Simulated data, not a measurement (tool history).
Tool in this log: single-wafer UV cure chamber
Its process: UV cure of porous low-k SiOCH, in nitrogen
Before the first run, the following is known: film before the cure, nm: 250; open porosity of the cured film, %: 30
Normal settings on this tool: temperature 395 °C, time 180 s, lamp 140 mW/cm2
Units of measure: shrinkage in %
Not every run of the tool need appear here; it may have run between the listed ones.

run	hour	temperature	time	lamp	shrinkage
1	0.0	395	180	140	16.330
2	10.8	382	180	140	16.637
3	26.6	389	125	140	14.865
4	42.9	389	125	140	14.839
5	60.5	395	180	140	16.272
6	70.7	395	180	140	16.902
7	82.9	395	180	140	16.715
8	91.3	395	180	140	16.734
9	103.7	395	180	140	17.101
10	118.6	406	100	140	13.946
11	136.1	406	100	140	13.740
# hour 151.9: quartz window cleaned
12	152.4	395	180	140	17.125
13	159.2	395	180	140	16.154
14	175.7	395	180	149	17.189
15	196.4	395	180	140	16.482
16	208.0	384	180	160	17.329
# hour 216.4: UV bulbs replaced
17	216.9	395	105	140	13.833
18	230.9	395	180	140	16.948
19	246.3	395	180	140	16.822
20	260.0	395	180	140	16.656
21	269.9	395	180	140	17.085
22	279.6	395	180	140	16.943
23	294.7	395	180	140	16.960
24	309.2	388	265	129	18.478
25	333.1	395	285	166	20.649
26	349.6	407	180	178	18.839

Predict the results of run 27:
27	355.9	408	145	111	?

{"run 27": {"shrinkage": 14.171}}
If the tool had no hidden condition, the same run with the same run-to-run variation would have returned shrinkage 14.171 %.
